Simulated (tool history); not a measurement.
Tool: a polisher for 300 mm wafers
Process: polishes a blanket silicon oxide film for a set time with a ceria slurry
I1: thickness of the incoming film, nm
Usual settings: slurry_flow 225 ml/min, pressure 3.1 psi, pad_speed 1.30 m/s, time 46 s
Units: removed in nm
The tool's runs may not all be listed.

Run 1, hour 0.0: usual settings but slurry_flow 195 ml/min, time 34 s; I1 747.3. Result: removed 176.2 nm.
Run 2, hour 32.4: usual settings but slurry_flow 195 ml/min, time 34 s; I1 740.3. Result: removed 174.7 nm.
Run 3, hour 92.7: usual settings but slurry_flow 280 ml/min, time 40 s; I1 737.5. Result: removed 211.4 nm.
Run 4, hour 123.1: usual settings but pressure 3.7 psi; I1 742.5. Result: removed 270.6 nm.
Run 5, hour 265.3: usual settings but pressure 3.7 psi; I1 737.9. Result: removed 270.6 nm.
Run 6, hour 302.1: usual settings but pressure 3.7 psi; I1 727.6. Result: removed 269.2 nm.
At hour 334.8: worn pad replaced by a new one.
Run 7, hour 371.1: usual settings; I1 752.9. Result: removed 234.3 nm.
At hour 378.4: slurry nozzle cleaned.
Run 8, hour 419.4: usual settings; I1 737.4. Result: removed 233.6 nm.
Run 9, hour 473.6: usual settings but slurry_flow 200 ml/min; I1 740.2. Result: removed 229.9 nm.
Run 10, hour 520.3: usual settings; I1 746.9. Result: removed 231.8 nm.
Run 11, hour 572.5: usual settings; I1 751.6. Result: removed 234.9 nm.
Run 12, hour 628.0: usual settings; I1 741.0. Result: removed 232.9 nm.
At hour 691.1: worn pad replaced by a new one.
Run 13, hour 801.3: usual settings; I1 742.2. Result: removed 228.2 nm.
Run 14, hour 870.0: usual settings; I1 736.6. Result: removed 230.4 nm.
Run 15, hour 965.8: usual settings; I1 745.4. Result: removed 232.8 nm.
Run 16, hour 994.7: usual settings; I1 740.5. Result: removed 231.8 nm.
At hour 1005.2: worn pad replaced by a new one.
Run 17, hour 1049.6: usual settings but slurry_flow 280 ml/min, pressure 3.8 psi, pad_speed 1.70 m/s, time 38 s; I1 739.7. Result: removed 287.7 nm.
Run 18, hour 1118.1: usual settings but slurry_flow 300 ml/min, time 50 s; I1 742.0. Result: removed 259.1 nm.
At hour 1182.2: slurry nozzle cleaned.
Run 19, hour 1182.8: usual settings but pad_speed 1.46 m/s, time 51 s; I1 741.5. Result: removed 285.7 nm.
Run 20, hour 1225.3: usual settings; I1 749.8. Result: removed 229.9 nm.
At hour 1277.0: head pressure recalibrated.
Run 21, hour 1287.8: usual settings but slurry_flow 180 ml/min, pressure 3.5 psi, time 37 s; I1 728.4. Result: removed 192.1 nm.
Run 22, hour 1331.9: usual settings but slurry_flow 285 ml/min, pad_speed 1.48 m/s, time 39 s; I1 744.5. Result: removed 219.7 nm.
At hour 1353.1: worn pad replaced by a new one.
Run 23, hour 1379.0: usual settings but pad_speed 1.56 m/s; I1 737.3. Result: removed 263.6 nm.
Run 24, hour 1435.7: usual settings but slurry_flow 170 ml/min, pressure 3.6 psi, pad_speed 1.70 m/s, time 31 s; I1 742.3. Result: removed 207.3 nm.
Run 25, hour 1488.1: usual settings; I1 732.8. Result: removed 216.8 nm.
Run 26, hour 1528.2: usual settings but pressure 2.4 psi, pad_speed 1.56 m/s; I1 742.6. Result: removed 220.0 nm.
Run 27, hour 1560.2: usual settings but pad_speed 0.96 m/s; I1 745.2. Result: removed 163.1 nm.
At hour 1591.2: head pressure recalibrated, repeated, since the last time left the tool worse.
Run 28, hour 1605.3: usual settings but slurry_flow 285 ml/min, pressure 3.4 psi; I1 741.8. Result: removed 264.0 nm.
Run 29, hour 1649.1: usual settings but pressure 2.2 psi, pad_speed 1.42 m/s; I1 744.6. Result: removed 209.1 nm.

Forecast run 30:
Run 30, hour 1697.9: usual settings but slurry_flow 250 ml/min, pressure 2.0 psi, pad_speed 1.54 m/s, time 41 s; I1 747.7. Result: removed ?.

Run 30 gave removed 193.8 nm.
Without the tool's hidden state the same run would have given removed 196.5 nm.

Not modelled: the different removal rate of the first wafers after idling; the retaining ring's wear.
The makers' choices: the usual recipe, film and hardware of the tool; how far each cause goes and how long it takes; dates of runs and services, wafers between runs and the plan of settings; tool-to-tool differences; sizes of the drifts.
